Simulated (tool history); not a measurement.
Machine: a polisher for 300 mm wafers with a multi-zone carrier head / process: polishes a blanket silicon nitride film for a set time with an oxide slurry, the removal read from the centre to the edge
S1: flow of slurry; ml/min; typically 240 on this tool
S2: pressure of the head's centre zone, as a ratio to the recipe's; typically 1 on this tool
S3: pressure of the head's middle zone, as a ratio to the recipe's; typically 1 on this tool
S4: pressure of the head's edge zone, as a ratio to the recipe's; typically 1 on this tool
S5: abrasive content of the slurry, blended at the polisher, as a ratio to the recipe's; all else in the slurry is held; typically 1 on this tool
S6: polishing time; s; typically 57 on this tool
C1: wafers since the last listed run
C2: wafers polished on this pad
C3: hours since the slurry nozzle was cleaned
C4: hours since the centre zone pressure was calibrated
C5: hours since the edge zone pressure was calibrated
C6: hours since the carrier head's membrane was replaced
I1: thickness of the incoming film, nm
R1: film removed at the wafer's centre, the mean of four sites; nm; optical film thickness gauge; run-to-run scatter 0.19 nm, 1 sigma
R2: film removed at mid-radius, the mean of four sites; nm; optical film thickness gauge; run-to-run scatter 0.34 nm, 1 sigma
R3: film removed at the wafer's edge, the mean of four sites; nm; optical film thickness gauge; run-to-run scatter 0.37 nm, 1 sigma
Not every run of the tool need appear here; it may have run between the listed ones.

Run 1, hour 0: usual settings; C1 0; C2 3751; C3 480; C4 596.8; C5 792.5; C6 1690.8; I1 338.1. Result: R1 27.4 nm, R2 26.4 nm, R3 27.2 nm.
At hour 23.5: worn pad replaced by a new one.
Run 2, hour 61: usual settings; C1 473; C2 312; C3 541; C4 657.8; C5 853.5; C6 1751.8; I1 334.6. Result: R1 28.7 nm, R2 28.1 nm, R3 28.3 nm.
At hour 66.6: edge zone pressure recalibrated.
Run 3, hour 100.1: usual settings; C1 308; C2 620; C3 580.1; C4 696.9; C5 33.5; C6 1790.9; I1 337.5. Result: R1 28.6 nm, R2 28.2 nm, R3 27.7 nm.
At hour 134: carrier head's membrane replaced by a new one.
Run 4, hour 162.3: usual settings but S3 1.08; C1 475; C2 1095; C3 642.3; C4 759.1; C5 95.7; C6 28.3; I1 342.1. Result: R1 28.6 nm, R2 29.3 nm, R3 27.7 nm.
At hour 174.7: slurry nozzle cleaned.
Run 5, hour 266.7: usual settings but S6 50 s; C1 859; C2 1954; C3 92; C4 863.5; C5 200.1; C6 132.7; I1 335.5. Result: R1 24.7 nm, R2 25 nm, R3 24 nm.
At hour 344: centre zone pressure recalibrated.
Run 6, hour 346.8: usual settings; C1 649; C2 2604; C3 172.1; C4 2.8; C5 280.2; C6 212.8; I1 336.7. Result: R1 27.9 nm, R2 27.2 nm, R3 27.8 nm.
Run 7, hour 423: usual settings; C1 633; C2 3237; C3 248.3; C4 79; C5 356.4; C6 289; I1 338.5. Result: R1 27.5 nm, R2 27.1 nm, R3 26.8 nm.
At hour 428.9: worn pad replaced by a new one.
Run 8, hour 464.6: usual settings but S5 0.7; C1 312; C2 296; C3 289.9; C4 120.6; C5 398; C6 330.6; I1 342.5. Result: R1 19.5 nm, R2 19.3 nm, R3 19 nm.
Run 9, hour 525.7: usual settings but S5 0.9; C1 507; C2 804; C3 351; C4 181.7; C5 459.1; C6 391.7; I1 339.9. Result: R1 26.3 nm, R2 25.5 nm, R3 25.9 nm.
Run 10, hour 589.6: usual settings but S1 300 ml/min, S2 1.03; C1 531; C2 1335; C3 414.9; C4 245.6; C5 523; C6 455.6; I1 341.1. Result: R1 30.1 nm, R2 29 nm, R3 29.3 nm.
Run 11, hour 678.7: usual settings but S4 1.07, S5 0.9; C1 740; C2 2075; C3 504; C4 334.7; C5 612.1; C6 544.7; I1 345.3. Result: R1 25.8 nm, R2 25.6 nm, R3 25.6 nm.
Run 12, hour 758.3: usual settings but S3 1.04; C1 661; C2 2737; C3 583.6; C4 414.3; C5 691.7; C6 624.3; I1 343.6. Result: R1 28 nm, R2 28.7 nm, R3 26.4 nm.
At hour 815.4: worn pad replaced by a new one.
Run 13, hour 826.7: usual settings; C1 535; C2 94; C3 652; C4 482.7; C5 760.1; C6 692.7; I1 343.1. Result: R1 28.7 nm, R2 27.7 nm, R3 28.1 nm.
Run 14, hour 871.9: usual settings; C1 375; C2 469; C3 697.2; C4 527.9; C5 805.3; C6 737.9; I1 334.1. Result: R1 28.6 nm, R2 28.6 nm, R3 28.1 nm.
At hour 887: slurry nozzle cleaned.
At hour 950.6: edge zone pressure recalibrated.
Run 15, hour 953.9: usual settings but S4 0.9; C1 656; C2 1126; C3 66.9; C4 609.9; C5 3.3; C6 819.9; I1 336.9. Result: R1 28.3 nm, R2 28.1 nm, R3 26.5 nm.
Run 16, hour 1026.5: usual settings but S5 0.7; C1 603; C2 1729; C3 139.5; C4 682.5; C5 75.9; C6 892.5; I1 339.8. Result: R1 19.1 nm, R2 19.1 nm, R3 19 nm.
Run 17, hour 1104.1: usual settings but S4 1.05, S5 1.2; C1 644; C2 2374; C3 217.1; C4 760.1; C5 153.5; C6 970.1; I1 344.5. Result: R1 31.2 nm, R2 30.9 nm, R3 31.1 nm.
Run 18, hour 1144.3: usual settings but S1 325 ml/min, S6 49 s; C1 334; C2 2708; C3 257.3; C4 800.3; C5 193.7; C6 1010.3; I1 338.2. Result: R1 24.8 nm, R2 24.6 nm, R3 23.7 nm.
At hour 1244.9: worn pad replaced by a new one.
Run 19, hour 1247.3: usual settings; C1 822; C2 20; C3 360.3; C4 903.3; C5 296.7; C6 1113.3; I1 337.7. Result: R1 28.4 nm, R2 28.8 nm, R3 28.2 nm.
At hour 1270: centre zone pressure recalibrated.
Run 20, hour 1291.8: usual settings but S6 37 s; C1 353; C2 373; C3 404.8; C4 21.8; C5 341.2; C6 1157.8; I1 343.4. Result: R1 18.6 nm, R2 18.4 nm, R3 18.1 nm.
Run 21, hour 1491.1: usual settings; C1 1656; C2 2029; C3 604.1; C4 221.1; C5 540.5; C6 1357.1; I1 337.1. Result: R1 27.8 nm, R2 27.7 nm, R3 27.1 nm.

Predict each of these 4 candidate next runs independently; none follows another, all start after run 21:
Run A, hour 1491.5: usual settings; C1 3; C2 2033; C3 604.5; C4 221.5; C5 540.9; C6 1357.5; I1 343.3. Result: R1 ?, R2 ?, R3 ?.
Run B, hour 1491.5: usual settings but S3 0.94; C1 3; C2 2033; C3 604.5; C4 221.5; C5 540.9; C6 1357.5; I1 343.3. Result: R1 ?, R2 ?, R3 ?.
Run C, hour 1491.5: usual settings but S1 290 ml/min; C1 3; C2 2033; C3 604.5; C4 221.5; C5 540.9; C6 1357.5; I1 343.3. Result: R1 ?, R2 ?, R3 ?.
Run D, hour 1491.5: usual settings but S6 44 s; C1 3; C2 2033; C3 604.5; C4 221.5; C5 540.9; C6 1357.5; I1 343.3. Result: R1 ?, R2 ?, R3 ?.

run    R1    R2    R3
  A  28.2    28  27.5
  B  28.2  26.6  27.5
  C  28.9  28.7    28
  D  21.8  21.6  21.2
With the hidden condition removed and each run's random variation left untouched, the same runs would have given:
run    R1    R2    R3
  A  28.8  28.6  28.1
  B  28.8  27.2  28.1
  C  29.5  29.3  28.5
  D  22.2  22.1  21.7
